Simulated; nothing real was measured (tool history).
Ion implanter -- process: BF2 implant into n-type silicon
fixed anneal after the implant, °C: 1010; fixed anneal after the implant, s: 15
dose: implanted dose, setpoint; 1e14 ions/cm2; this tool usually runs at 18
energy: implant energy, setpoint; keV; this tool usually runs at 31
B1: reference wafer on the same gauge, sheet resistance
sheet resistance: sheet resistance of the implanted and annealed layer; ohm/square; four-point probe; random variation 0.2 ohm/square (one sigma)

{"run": 1, "hour": 0.0, "dose": 18, "energy": 31, "B1": 128.53, "sheet resistance": 136.21}
{"run": 2, "hour": 10.4, "dose": 18, "energy": 31, "B1": 128.59, "sheet resistance": 136.22}
{"run": 3, "hour": 24.3, "dose": 18, "energy": 31, "B1": 128.7, "sheet resistance": 136.15}
{"run": 4, "hour": 42.2, "dose": 16.34, "energy": 31, "B1": 128.78, "sheet resistance": 138.28}
{"run": 5, "hour": 50.1, "dose": 18, "energy": 31, "B1": 128.78, "sheet resistance": 136.59}
{"run": 6, "hour": 63.3, "dose": 18, "energy": 31, "B1": 128.9, "sheet resistance": 136.87}
{"run": 7, "hour": 78.5, "dose": 18, "energy": 23, "B1": 128.95, "sheet resistance": 158.58}
{"run": 8, "hour": 129.4, "dose": 20.3, "energy": 36.5, "B1": 129.23, "sheet resistance": 124.56}
{"hour": 148.4, "done": "extraction supply calibrated"}
{"run": 9, "hour": 148.9, "dose": 20.3, "energy": 36.5, "B1": 129.32, "sheet resistance": 124.61}
{"hour": 193.0, "done": "gauge calibrated"}
{"run": 10, "hour": 194.7, "dose": 18, "energy": 36, "B1": 127.96, "sheet resistance": 125.48}
{"run": 11, "hour": 212.3, "dose": 18, "energy": 36, "B1": 128.05, "sheet resistance": 125.72}
{"hour": 223.5, "done": "Faraday cup replaced and dose calibrated"}
{"run": 12, "hour": 225.3, "dose": 18, "energy": 31, "B1": 128.05, "sheet resistance": 135.78}
{"run": 13, "hour": 234.7, "dose": 18, "energy": 31, "B1": 128.16, "sheet resistance": 135.86}
{"run": 14, "hour": 249.3, "dose": 21.51, "energy": 31, "B1": 128.23, "sheet resistance": 133.76}
{"run": 15, "hour": 265.6, "dose": 18, "energy": 31, "B1": 128.33, "sheet resistance": 135.8}
{"run": 16, "hour": 280.7, "dose": 19.67, "energy": 31, "B1": 128.38, "sheet resistance": 134.92}
{"run": 17, "hour": 291.9, "dose": 15.11, "energy": 31, "B1": 128.43, "sheet resistance": 139.8}
{"run": 18, "hour": 302.9, "dose": 13.35, "energy": 28, "B1": 128.52, "sheet resistance": 150.39}
{"run": 19, "hour": 310.7, "dose": 18, "energy": 31, "B1": 128.54, "sheet resistance": 135.9}
{"run": 20, "hour": 326.0, "dose": 18, "energy": 31, "B1": 128.62, "sheet resistance": 136.18}
{"run": 21, "hour": 342.8, "dose": 20.19, "energy": 28, "B1": 128.65, "sheet resistance": 142.36}

Predict the results of run 22:
{"run": 22, "hour": 359.1, "dose": 20.19, "energy": 20, "B1": "?", "sheet resistance": "?"}

Run 22 came out at B1 128.79, sheet resistance 167.43 ohm/square.
With the hidden condition absent and the run-to-run variation left alone, this run would have shown sheet resistance 166.42 ohm/square.

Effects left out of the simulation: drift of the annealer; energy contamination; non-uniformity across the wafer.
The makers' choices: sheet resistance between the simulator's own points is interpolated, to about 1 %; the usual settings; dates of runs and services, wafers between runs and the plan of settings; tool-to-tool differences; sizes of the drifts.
